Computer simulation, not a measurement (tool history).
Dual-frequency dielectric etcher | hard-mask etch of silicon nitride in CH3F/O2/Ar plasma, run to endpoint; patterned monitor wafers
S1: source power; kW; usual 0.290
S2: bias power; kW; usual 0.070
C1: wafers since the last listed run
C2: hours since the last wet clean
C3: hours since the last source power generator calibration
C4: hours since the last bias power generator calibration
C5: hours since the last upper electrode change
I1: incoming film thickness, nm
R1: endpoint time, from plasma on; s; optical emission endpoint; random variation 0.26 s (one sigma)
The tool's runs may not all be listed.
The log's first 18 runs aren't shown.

{"run": 19, "hour": 273.3, "S1": 0.29, "S2": 0.062, "C1": 194, "C2": 517.9, "C3": 47.0, "C4": 63.1, "C5": 2315.2, "I1": 43.93, "R1": 73.2}
{"run": 20, "hour": 283.3, "S1": 0.35, "S2": 0.055, "C1": 167, "C2": 527.9, "C3": 57.0, "C4": 73.1, "C5": 2325.2, "I1": 43.88, "R1": 72.9}
{"run": 21, "hour": 295.9, "S1": 0.23, "S2": 0.079, "C1": 210, "C2": 540.5, "C3": 69.6, "C4": 85.7, "C5": 2337.8, "I1": 44.17, "R1": 70.7}
{"hour": 320.3, "done": "wet clean of the chamber"}
{"run": 22, "hour": 320.8, "S1": 0.29, "S2": 0.07, "C1": 15, "C2": 0.5, "C3": 94.5, "C4": 110.6, "C5": 2362.7, "I1": 44.21, "R1": 70.1}
{"run": 23, "hour": 321.1, "S1": 0.29, "S2": 0.084, "C1": 5, "C2": 0.8, "C3": 94.8, "C4": 110.9, "C5": 2363.0, "I1": 44.47, "R1": 65.4}
{"run": 24, "hour": 322.6, "S1": 0.27, "S2": 0.065, "C1": 25, "C2": 2.3, "C3": 96.3, "C4": 112.4, "C5": 2364.5, "I1": 44.02, "R1": 73.3}
{"hour": 350.6, "done": "upper electrode replaced"}
{"run": 25, "hour": 360.6, "S1": 0.23, "S2": 0.07, "C1": 234, "C2": 40.3, "C3": 134.3, "C4": 150.4, "C5": 10.0, "I1": 44.1, "R1": 74.2}
{"run": 26, "hour": 369.8, "S1": 0.35, "S2": 0.055, "C1": 153, "C2": 49.5, "C3": 143.5, "C4": 159.6, "C5": 19.2, "I1": 43.99, "R1": 73.1}
{"run": 27, "hour": 376.4, "S1": 0.29, "S2": 0.07, "C1": 110, "C2": 56.1, "C3": 150.1, "C4": 166.2, "C5": 25.8, "I1": 43.73, "R1": 69.0}
{"run": 28, "hour": 383.4, "S1": 0.35, "S2": 0.055, "C1": 117, "C2": 63.1, "C3": 157.1, "C4": 173.2, "C5": 32.8, "I1": 44.62, "R1": 74.0}
{"run": 29, "hour": 389.7, "S1": 0.35, "S2": 0.06, "C1": 105, "C2": 69.4, "C3": 163.4, "C4": 179.5, "C5": 39.1, "I1": 43.62, "R1": 69.6}
{"run": 30, "hour": 399.4, "S1": 0.33, "S2": 0.088, "C1": 162, "C2": 79.1, "C3": 173.1, "C4": 189.2, "C5": 48.8, "I1": 44.15, "R1": 61.5}
{"run": 31, "hour": 411.6, "S1": 0.25, "S2": 0.083, "C1": 204, "C2": 91.3, "C3": 185.3, "C4": 201.4, "C5": 61.0, "I1": 44.3, "R1": 67.6}
{"run": 32, "hour": 418.0, "S1": 0.29, "S2": 0.07, "C1": 107, "C2": 97.7, "C3": 191.7, "C4": 207.8, "C5": 67.4, "I1": 44.29, "R1": 69.8}
{"run": 33, "hour": 432.3, "S1": 0.35, "S2": 0.07, "C1": 239, "C2": 112.0, "C3": 206.0, "C4": 222.1, "C5": 81.7, "I1": 44.83, "R1": 68.0}
{"run": 34, "hour": 441.0, "S1": 0.33, "S2": 0.053, "C1": 145, "C2": 120.7, "C3": 214.7, "C4": 230.8, "C5": 90.4, "I1": 43.72, "R1": 74.8}
{"run": 35, "hour": 454.9, "S1": 0.29, "S2": 0.07, "C1": 232, "C2": 134.6, "C3": 228.6, "C4": 244.7, "C5": 104.3, "I1": 44.16, "R1": 70.1}
{"run": 36, "hour": 468.2, "S1": 0.26, "S2": 0.081, "C1": 222, "C2": 147.9, "C3": 241.9, "C4": 258.0, "C5": 117.6, "I1": 44.0, "R1": 67.5}

3 ways to go on from here, each from the tool as it stands after run 36. What would each give?
{"run": "A", "hour": 468.6, "S1": 0.29, "S2": 0.07, "C1": 6, "C2": 148.3, "C3": 242.3, "C4": 258.4, "C5": 118.0, "I1": 43.87, "R1": "?"}
{"run": "B", "hour": 468.6, "S1": 0.32, "S2": 0.055, "C1": 6, "C2": 148.3, "C3": 242.3, "C4": 258.4, "C5": 118.0, "I1": 43.87, "R1": "?"}
{"run": "C", "hour": 468.6, "S1": 0.25, "S2": 0.07, "C1": 6, "C2": 148.3, "C3": 242.3, "C4": 258.4, "C5": 118.0, "I1": 43.87, "R1": "?"}

run=A R1=69.6
run=B R1=74.7
run=C R1=72.3
Without the tool's hidden state the same runs would have given:
run=A R1=69.6
run=B R1=74.7
run=C R1=72.3
